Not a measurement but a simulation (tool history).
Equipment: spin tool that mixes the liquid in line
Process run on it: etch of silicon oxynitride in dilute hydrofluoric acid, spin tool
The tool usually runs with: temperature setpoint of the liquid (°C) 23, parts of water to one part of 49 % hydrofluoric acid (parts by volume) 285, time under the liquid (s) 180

| run | hour | temperature setpoint of the liquid (°C) | parts of water to one part of 49 % hydrofluoric acid (parts by volume) | time under the liquid (s) | read-back film thickness of the silicon oxynitride reference wafer, read on the same gauge (nm) | thickness taken off the silicon oxynitride on a monitor wafer (angstrom) |
|---|---|---|---|---|---|---|
| 1 | 0 | 21 | 285 | 180 | 69.995 | 21.98 |
| 2 | 11.4 | 23 | 285 | 180 | 70.006 | 24.22 |
| 3 | 19.9 | 23 | 285 | 180 | 69.995 | 23.6 |
| 4 | 36.2 | 23 | 285 | 180 | 69.986 | 24.3 |
| 5 | 48.1 | 23 | 325 | 180 | 69.987 | 20.4 |
| 6 | 58.7 | 23 | 325 | 180 | 70.015 | 20.59 |
| 7 | 70 | 23 | 285 | 180 | 69.987 | 24.04 |
|  | 77.5 | hydrofluoric acid flow meter replaced |
| 8 | 82 | 23 | 285 | 180 | 69.99 | 23.74 |
| 9 | 111.7 | 23 | 285 | 180 | 69.994 | 24.26 |
| 10 | 117.8 | 23 | 285 | 180 | 70.007 | 23.63 |
| 11 | 133.7 | 23 | 285 | 250 | 69.997 | 33.25 |
| 12 | 141.1 | 23 | 285 | 180 | 70.008 | 24.03 |
| 13 | 149.8 | 25.5 | 250 | 90 | 70.014 | 15.33 |
|  | 162.6 | thermometer replaced |
| 14 | 165.5 | 23 | 325 | 180 | 70.015 | 20.34 |
| 15 | 172.8 | 23 | 285 | 235 | 70.003 | 31.56 |
|  | 179.6 | gauge calibrated |
| 16 | 180.3 | 23 | 285 | 180 | 70 | 23.95 |
| 17 | 193.5 | 23 | 175 | 180 | 70.018 | 42.6 |
| 18 | 210.7 | 28 | 195 | 80 | 70.011 | 20.26 |
| 19 | 220.9 | 23 | 285 | 120 | 70.017 | 16.04 |
| 20 | 234.3 | 26.5 | 285 | 260 | 69.997 | 40.41 |
| 21 | 246.7 | 23 | 285 | 180 | 70.019 | 23.67 |
| 22 | 257.5 | 23 | 210 | 130 | 70.007 | 24.47 |
| 23 | 266.3 | 18.5 | 285 | 145 | 69.996 | 15.65 |
| 24 | 278.5 | 27.5 | 160 | 130 | 69.985 | 41.64 |
| 25 | 292 | 21.5 | 245 | 280 | 70.013 | 41.81 |
| 26 | 344.4 | 19.5 | 325 | 130 | 70.005 | 12.81 |
| 27 | 354.1 | 23 | 285 | 180 | 69.991 | 24.21 |
| 28 | 365.1 | 23 | 235 | 85 | 69.976 | 14.13 |
| 29 | 377.2 | 23 | 285 | 150 | 69.995 | 19.53 |
| 30 | 384.9 | 23 | 285 | 180 | 70.007 | 23.8 |
| 31 | 400.3 | 23 | 360 | 180 | 69.992 | 18.17 |
| 32 | 409.9 | 20 | 215 | 245 | 70.015 | 39.43 |

Give the tool's hidden conditions for every run:
liquid colder than its thermometer reads (K): 0 at every run
hydrofluoric acid flow above the setpoint (%): 0 at every run
gauge reads high (%): 0 at every run

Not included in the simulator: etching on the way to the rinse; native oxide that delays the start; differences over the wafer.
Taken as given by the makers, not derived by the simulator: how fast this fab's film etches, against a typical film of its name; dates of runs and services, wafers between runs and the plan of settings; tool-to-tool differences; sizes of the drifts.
